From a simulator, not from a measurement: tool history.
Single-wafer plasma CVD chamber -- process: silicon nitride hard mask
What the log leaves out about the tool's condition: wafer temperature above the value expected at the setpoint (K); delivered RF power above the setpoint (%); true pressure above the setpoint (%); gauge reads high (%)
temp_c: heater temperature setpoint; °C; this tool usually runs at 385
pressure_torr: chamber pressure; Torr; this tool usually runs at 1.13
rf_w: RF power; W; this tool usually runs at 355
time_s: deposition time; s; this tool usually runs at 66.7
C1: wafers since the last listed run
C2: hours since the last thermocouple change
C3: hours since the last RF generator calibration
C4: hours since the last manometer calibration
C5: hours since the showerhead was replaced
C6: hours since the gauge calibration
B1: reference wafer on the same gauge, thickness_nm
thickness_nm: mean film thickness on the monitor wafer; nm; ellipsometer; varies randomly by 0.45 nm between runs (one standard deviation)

run 1 hour=0 | temp_c=385 pressure_torr=1.13 rf_w=355 time_s=66.7 | C1=0 C2=1899.5 C3=719.5 C4=716.6 C5=3601.1 C6=636.4 | B1=78.198 | thickness_nm=79.722
run 2 hour=38.1 | temp_c=385 pressure_torr=1.13 rf_w=355 time_s=66.7 | C1=452 C2=1937.6 C3=757.6 C4=754.7 C5=3639.2 C6=674.5 | B1=78.599 | thickness_nm=78.376
run 3 hour=93.1 | temp_c=385 pressure_torr=1.04 rf_w=355 time_s=66.7 | C1=653 C2=1992.6 C3=812.6 C4=809.7 C5=3694.2 C6=729.5 | B1=78.582 | thickness_nm=76.634
run 4 hour=197.7 | temp_c=385 pressure_torr=1.04 rf_w=355 time_s=66.7 | C1=1243 C2=2097.2 C3=917.2 C4=914.3 C5=3798.8 C6=834.1 | B1=78.504 | thickness_nm=75.444
run 5 hour=242.1 | temp_c=385 pressure_torr=1.04 rf_w=355 time_s=66.7 | C1=527 C2=2141.6 C3=961.6 C4=958.7 C5=3843.2 C6=878.5 | B1=78.572 | thickness_nm=76.159
run 6 hour=301.8 | temp_c=385 pressure_torr=0.97 rf_w=355 time_s=66.7 | C1=709 C2=2201.3 C3=1021.3 C4=1018.4 C5=3902.9 C6=938.2 | B1=78.726 | thickness_nm=73.381
run 7 hour=357.6 | temp_c=385 pressure_torr=0.97 rf_w=355 time_s=66.7 | C1=663 C2=2257.1 C3=1077.1 C4=1074.2 C5=3958.7 C6=994 | B1=78.228 | thickness_nm=73.402
-- hour=419.6 thermocouple changed; heater temperature recalibrated
-- hour=447.3 RF generator calibrated
run 8 hour=447.8 | temp_c=385 pressure_torr=1.13 rf_w=355 time_s=66.7 | C1=882 C2=28.2 C3=0.5 C4=1164.4 C5=4048.9 C6=1084.2 | B1=78.265 | thickness_nm=79.549
-- hour=455 gauge calibrated
run 9 hour=500.4 | temp_c=385 pressure_torr=1.33 rf_w=355 time_s=66.7 | C1=625 C2=80.8 C3=53.1 C4=1217 C5=4101.5 C6=45.4 | B1=78.443 | thickness_nm=83.682
run 10 hour=596.3 | temp_c=385 pressure_torr=1.13 rf_w=355 time_s=66.7 | C1=1140 C2=176.7 C3=149 C4=1312.9 C5=4197.4 C6=141.3 | B1=78.327 | thickness_nm=79.424
-- hour=643.2 capacitance manometer re-zeroed and calibrated
-- hour=663.9 showerhead replaced
run 11 hour=677.5 | temp_c=374 pressure_torr=1.13 rf_w=355 time_s=66.7 | C1=775 C2=257.9 C3=230.2 C4=34.3 C5=13.6 C6=222.5 | B1=78.328 | thickness_nm=80.124
run 12 hour=741.7 | temp_c=371 pressure_torr=1.13 rf_w=355 time_s=66.7 | C1=763 C2=322.1 C3=294.4 C4=98.5 C5=77.8 C6=286.7 | B1=78.545 | thickness_nm=80.234
run 13 hour=786.9 | temp_c=385 pressure_torr=1.4 rf_w=355 time_s=66.7 | C1=537 C2=367.3 C3=339.6 C4=143.7 C5=123 C6=331.9 | B1=78.251 | thickness_nm=85.653
run 14 hour=891 | temp_c=385 pressure_torr=1.13 rf_w=330 time_s=63.1 | C1=1237 C2=471.4 C3=443.7 C4=247.8 C5=227.1 C6=436 | B1=78.546 | thickness_nm=69.982

Consider 3 possible next runs. They are alternatives, not a sequence: every one starts from the tool as it was left by run 14. What does each give?
run A hour=891.4 | temp_c=385 pressure_torr=1.13 rf_w=355 time_s=66.7 | C1=4 C2=471.8 C3=444.1 C4=248.2 C5=227.5 C6=436.4 | B1=? | thickness_nm=?
run B hour=891.4 | temp_c=385 pressure_torr=1.03 rf_w=315 time_s=66.7 | C1=4 C2=471.8 C3=444.1 C4=248.2 C5=227.5 C6=436.4 | B1=? | thickness_nm=?
run C hour=891.4 | temp_c=396 pressure_torr=1.3 rf_w=300 time_s=76.1 | C1=4 C2=471.8 C3=444.1 C4=248.2 C5=227.5 C6=436.4 | B1=? | thickness_nm=?

run=A B1=78.483 thickness_nm=79.091
run=B B1=78.483 thickness_nm=68.56
run=C B1=78.483 thickness_nm=80.372
Without the tool's hidden state the same runs would have given:
run=A thickness_nm=80.62
run=B thickness_nm=69.991
run=C thickness_nm=82.063
